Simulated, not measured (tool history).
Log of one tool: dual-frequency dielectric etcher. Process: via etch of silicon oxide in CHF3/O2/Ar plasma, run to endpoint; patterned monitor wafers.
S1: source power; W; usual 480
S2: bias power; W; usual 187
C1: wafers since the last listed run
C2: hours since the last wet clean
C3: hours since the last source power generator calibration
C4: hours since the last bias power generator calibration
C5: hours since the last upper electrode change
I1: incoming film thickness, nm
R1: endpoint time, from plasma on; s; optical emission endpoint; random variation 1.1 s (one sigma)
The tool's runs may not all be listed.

run	day	S1	S2	C1	C2	C3	C4	C5	I1	R1
1	0	430	187	0	201.1	3930.6	2553.7	2273.8	756.9	379.1
2	1.362	480	187	189	233.8	3963.3	2586.4	2306.5	764	356.2
3	2.725	480	187	189	266.5	3996	2619.1	2339.2	767.3	355.5
4	3.383	480	187	91	282.3	4011.8	2634.9	2355	758.9	353.6
5	4.212	390	187	115	302.2	4031.7	2654.8	2374.9	766	407.3
6	5.308	390	187	152	328.5	4058	2681.1	2401.2	764.8	406
7	6.033	480	187	100	345.9	4075.4	2698.5	2418.6	763.2	353.4
# day 7.625: wet clean of the chamber
8	7.646	480	187	85	0.5	4114.1	2737.2	2457.3	762	361.4
9	8.792	530	187	159	28	4141.6	2764.7	2484.8	752.3	334.9
10	10.083	430	152	179	59	4172.6	2795.7	2515.8	755.5	414.4
# day 10.958: bias power generator calibrated
11	11.392	540	214	158	90.4	4204	10.4	2547.2	755.8	315.2
# day 11.638: source power generator calibrated
12	12.171	480	199	85	109.1	12.8	29.1	2565.9	760.3	349
13	13.175	480	187	139	133.2	36.9	53.2	2590	755.4	354.1
# day 15.212: upper electrode replaced
14	15.233	410	174	147	182.6	86.3	102.6	0.5	758.8	403
15	15.625	480	187	54	192	95.7	112	9.9	762.8	354.9
16	16.983	480	187	188	224.6	128.3	144.6	42.5	766.1	356.3
17	17.975	430	140	137	248.4	152.1	168.4	66.3	763.1	425.5
18	19.029	480	157	146	273.7	177.4	193.7	91.6	767.8	377.1

What the log doesn't show, run by run:
source power that arrives over what is set, %: 0 in every run
bias power that arrives over what is set, %: 0 in every run
H1: etch rate over this chamber's usual, %
run	H1
1	1.72
2	1.96
3	2.21
4	2.33
5	2.48
6	2.68
7	2.82
8	0.413
9	0.623
10	0.858
11	1.1
12	1.24
13	1.42
14	1.8
15	1.87
16	2.12
17	2.3
18	2.49
